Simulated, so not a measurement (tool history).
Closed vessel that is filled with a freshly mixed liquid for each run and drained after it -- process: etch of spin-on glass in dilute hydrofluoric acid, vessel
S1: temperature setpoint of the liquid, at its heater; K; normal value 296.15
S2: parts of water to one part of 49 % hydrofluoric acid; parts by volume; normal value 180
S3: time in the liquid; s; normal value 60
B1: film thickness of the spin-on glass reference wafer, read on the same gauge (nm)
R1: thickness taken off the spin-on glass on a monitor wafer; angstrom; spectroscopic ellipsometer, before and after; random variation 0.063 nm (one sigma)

run   hour      S1   S2  S3      B1     R1
  1    0.0  296.15  180  60  150.02  100.7
  2   14.0  296.15  180  60  149.99  100.4
      33.6  -- gauge calibrated
  3  102.3  296.15  180  60  149.99  101.0
  4  117.4  296.15  180  60  149.98  101.1
  5  152.8  296.15  180  60  150.01  102.5
  6  182.3  296.15  180  40  149.97   67.7
  7  196.2  296.15  180  40  150.04   68.1
  8  224.7  296.15  180  60  149.99  101.5
  9  240.1  296.15  180  60  149.97  102.8
 10  265.1  296.15  180  60  150.01  102.8
     278.1  -- hydrofluoric acid flow meter replaced
 11  285.6  299.15  120  90  150.00  247.1
     295.6  -- thermometer replaced
 12  311.5  298.65  145  60  150.04  144.4
 13  330.2  301.15  100  50  149.96  204.7
     361.4  -- gauge calibrated
 14  366.0  292.65  180  75  149.97  113.7
 15  401.8  296.15  180  60  150.00  104.6
 16  413.9  293.65  110  60  150.02  165.3
 17  431.0  298.15   95  40  149.94  154.6
 18  452.5  294.15  155  30  149.99   57.1
 19  477.5  300.15  180  60  149.98  121.3
 20  508.1  297.65  250  60  149.99   74.0
 21  529.8  296.15  180  60  150.03  104.5

Branching from run 21: 5 alternative next runs. What would each branch give?
  A  530.5  296.15  180  85   ?   ?
  B  530.5  293.15  180  90   ?   ?
  C  530.5  296.15  125  85   ?   ?
  D  530.5  296.15  110  80   ?   ?
  E  530.5  292.15   95  40   ?   ?

run      B1     R1
  A  150.00  147.6
  B  150.00  139.0
  C  150.00  225.3
  D  150.00  245.0
  E  150.00  122.4
With the hidden condition removed and each run's random variation left untouched, the same runs would have given:
run     R1
  A  143.7
  B  135.6
  C  220.0
  D  239.5
  E  119.9
